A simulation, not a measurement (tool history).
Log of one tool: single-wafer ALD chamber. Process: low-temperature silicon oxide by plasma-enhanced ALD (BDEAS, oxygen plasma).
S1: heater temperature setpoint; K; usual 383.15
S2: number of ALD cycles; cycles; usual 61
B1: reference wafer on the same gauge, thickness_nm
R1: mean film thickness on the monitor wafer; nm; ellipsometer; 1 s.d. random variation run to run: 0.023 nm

run 1 hour=0.0 | S1=377.15 S2=61 | B1=9.729 | R1=9.377
run 2 hour=35.2 | S1=377.15 S2=61 | B1=9.746 | R1=9.382
run 3 hour=65.8 | S1=377.15 S2=61 | B1=9.749 | R1=9.372
run 4 hour=84.1 | S1=383.15 S2=61 | B1=9.746 | R1=9.254
run 5 hour=116.3 | S1=391.15 S2=61 | B1=9.762 | R1=9.071
run 6 hour=137.0 | S1=391.15 S2=61 | B1=9.768 | R1=9.125
run 7 hour=151.3 | S1=383.15 S2=61 | B1=9.778 | R1=9.301
run 8 hour=164.4 | S1=383.15 S2=61 | B1=9.777 | R1=9.278
run 9 hour=184.4 | S1=383.15 S2=61 | B1=9.789 | R1=9.297
run 10 hour=203.9 | S1=392.15 S2=61 | B1=9.792 | R1=9.138
-- hour=233.6 thermocouple changed; heater temperature recalibrated
run 11 hour=296.2 | S1=383.15 S2=68 | B1=9.835 | R1=10.409
run 12 hour=310.7 | S1=392.15 S2=61 | B1=9.837 | R1=9.166
-- hour=321.7 gauge calibrated
run 13 hour=340.0 | S1=394.15 S2=51 | B1=9.729 | R1=7.602
run 14 hour=354.7 | S1=390.15 S2=54 | B1=9.728 | R1=8.054
run 15 hour=371.6 | S1=378.15 S2=71 | B1=9.726 | R1=10.852
run 16 hour=396.6 | S1=390.15 S2=54 | B1=9.728 | R1=8.053
run 17 hour=429.3 | S1=383.15 S2=61 | B1=9.729 | R1=9.296
run 18 hour=460.0 | S1=383.15 S2=61 | B1=9.729 | R1=9.265
run 19 hour=475.7 | S1=370.15 S2=69 | B1=9.745 | R1=10.808

Forecast each of these 4 alternatives for the next run:
run A hour=476.2 | S1=383.15 S2=71 | B1=? | R1=?
run B hour=476.2 | S1=375.15 S2=70 | B1=? | R1=?
run C hour=476.2 | S1=388.15 S2=56 | B1=? | R1=?
run D hour=476.2 | S1=389.15 S2=68 | B1=? | R1=?

run=A B1=9.741 R1=10.785
run=B B1=9.741 R1=10.804
run=C B1=9.741 R1=8.422
run=D B1=9.741 R1=10.205
Without the tool's unlogged condition, the same runs would have read:
run=A R1=10.765
run=B R1=10.783
run=C R1=8.406
run=D R1=10.186
